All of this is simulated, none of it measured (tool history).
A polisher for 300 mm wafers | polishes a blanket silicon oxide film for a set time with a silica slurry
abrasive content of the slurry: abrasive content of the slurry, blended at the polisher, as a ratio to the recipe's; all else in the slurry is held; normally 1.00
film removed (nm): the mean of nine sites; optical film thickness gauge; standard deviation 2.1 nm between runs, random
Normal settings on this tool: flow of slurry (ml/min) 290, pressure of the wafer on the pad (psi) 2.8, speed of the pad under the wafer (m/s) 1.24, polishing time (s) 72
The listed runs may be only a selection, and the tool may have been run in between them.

| run | hour | flow of slurry (ml/min) | pressure of the wafer on the pad (psi) | speed of the pad under the wafer (m/s) | abrasive content of the slurry | polishing time (s) | wafers since the last listed run | wafers polished on this pad | hours since the slurry nozzle was cleaned | hours since the head pressure was calibrated | hours since the slurry blender was calibrated | hours since the conditioning disc was replaced | incoming thickness of the incoming film, nm | film removed (nm) |
|---|---|---|---|---|---|---|---|---|---|---|---|---|---|---|
| 1 | 0.0 | 290 | 2.8 | 1.24 | 1.00 | 72 | 0 | 1824 | 134.5 | 133.2 | 146.7 | 467.6 | 1245.8 | 177.8 |
|  | 44.1 | conditioning disc replaced and pad reconditioned |
|  | 64.9 | worn pad replaced by a new one |
| 2 | 73.7 | 290 | 2.8 | 1.24 | 1.00 | 72 | 730 | 94 | 208.2 | 206.9 | 220.4 | 29.6 | 1235.7 | 187.6 |
| 3 | 115.5 | 290 | 2.8 | 1.24 | 1.00 | 72 | 450 | 545 | 250.0 | 248.7 | 262.2 | 71.4 | 1245.7 | 183.9 |
| 4 | 160.0 | 290 | 2.8 | 1.24 | 1.00 | 72 | 480 | 1025 | 294.5 | 293.2 | 306.7 | 115.9 | 1224.3 | 179.2 |
| 5 | 217.5 | 290 | 2.8 | 1.24 | 1.00 | 72 | 620 | 1646 | 352.0 | 350.7 | 364.2 | 173.4 | 1219.1 | 178.0 |
|  | 278.1 | head pressure recalibrated |
| 6 | 289.6 | 290 | 2.8 | 1.24 | 1.00 | 72 | 756 | 2402 | 424.1 | 11.5 | 436.3 | 245.5 | 1223.1 | 174.3 |
|  | 297.1 | worn pad replaced by a new one |
|  | 311.3 | slurry blender recalibrated |
| 7 | 364.0 | 290 | 2.8 | 1.24 | 1.00 | 72 | 737 | 699 | 498.5 | 85.9 | 52.7 | 319.9 | 1254.3 | 166.2 |
| 8 | 449.5 | 290 | 2.5 | 1.24 | 1.00 | 72 | 922 | 1622 | 584.0 | 171.4 | 138.2 | 405.4 | 1208.2 | 140.8 |
|  | 538.9 | slurry nozzle cleaned |
| 9 | 541.2 | 290 | 2.5 | 1.24 | 0.90 | 72 | 978 | 2600 | 2.3 | 263.1 | 229.9 | 497.1 | 1237.4 | 131.9 |
|  | 578.5 | conditioning disc replaced and pad reconditioned |
|  | 579.2 | worn pad replaced by a new one, repeated, since the last time left the tool worse |
| 10 | 595.2 | 290 | 2.1 | 1.46 | 0.80 | 60 | 553 | 172 | 56.3 | 317.1 | 283.9 | 16.7 | 1230.3 | 116.1 |
| 11 | 635.7 | 265 | 2.2 | 1.42 | 1.00 | 86 | 436 | 609 | 96.8 | 357.6 | 324.4 | 57.2 | 1248.1 | 188.7 |
|  | 765.4 | slurry blender recalibrated |
|  | 809.4 | head pressure recalibrated |
|  | 825.5 | worn pad replaced by a new one |
| 12 | 846.2 | 370 | 2.8 | 1.24 | 1.00 | 72 | 2184 | 223 | 307.3 | 36.8 | 80.8 | 267.7 | 1222.4 | 186.9 |
| 13 | 898.2 | 290 | 2.8 | 1.24 | 1.00 | 72 | 560 | 784 | 359.3 | 88.8 | 132.8 | 319.7 | 1244.4 | 180.6 |
|  | 1063.3 | worn pad replaced by a new one |
|  | 1080.8 | conditioning disc replaced and pad reconditioned |
|  | 1155.3 | slurry blender recalibrated |
| 14 | 1181.7 | 210 | 1.8 | 1.24 | 1.00 | 72 | 2971 | 1233 | 642.8 | 372.3 | 26.4 | 100.9 | 1221.9 | 110.9 |
| 15 | 1263.8 | 290 | 2.8 | 1.24 | 1.30 | 72 | 885 | 2119 | 724.9 | 454.4 | 108.5 | 183.0 | 1213.7 | 196.5 |
|  | 1287.2 | head pressure recalibrated |
|  | 1325.4 | worn pad replaced by a new one |
| 16 | 1334.9 | 290 | 3.5 | 1.08 | 0.85 | 89 | 702 | 102 | 796.0 | 47.7 | 179.6 | 254.1 | 1239.6 | 246.7 |

Below, some changes in film removed (nm) between adjacent runs. For each, the amount present without the hidden state too (settings, incoming material, random variation) and the amount remaining for the hidden state with gauge scatter not shared by both compared results:
Hidden state present: removal rate lost through wear of the pad, %; slurry flow missing at the pad, %; deviation of the head's pressure from its setpoint, %; abrasive missing from the slurry, %; time polished since the conditioner stopped cutting, s.
Run 9 -> 10: pressure of the wafer on the pad (psi) 2.5 -> 2.1, speed of the pad under the wafer (m/s) 1.24 -> 1.46, abrasive content of the slurry 0.90 -> 0.80, polishing time (s) 72 -> 60, conditioning disc replaced and pad reconditioned, worn pad replaced by a new one, repeated, since the last time left the tool worse. film removed (nm) -15.8: hidden state +26.6, all else -42.4.
Run 14 -> 15: flow of slurry (ml/min) 210 -> 290, pressure of the wafer on the pad (psi) 1.8 -> 2.8, abrasive content of the slurry 1.00 -> 1.30. film removed (nm) +85.6: hidden state -7.7, all else +93.3.
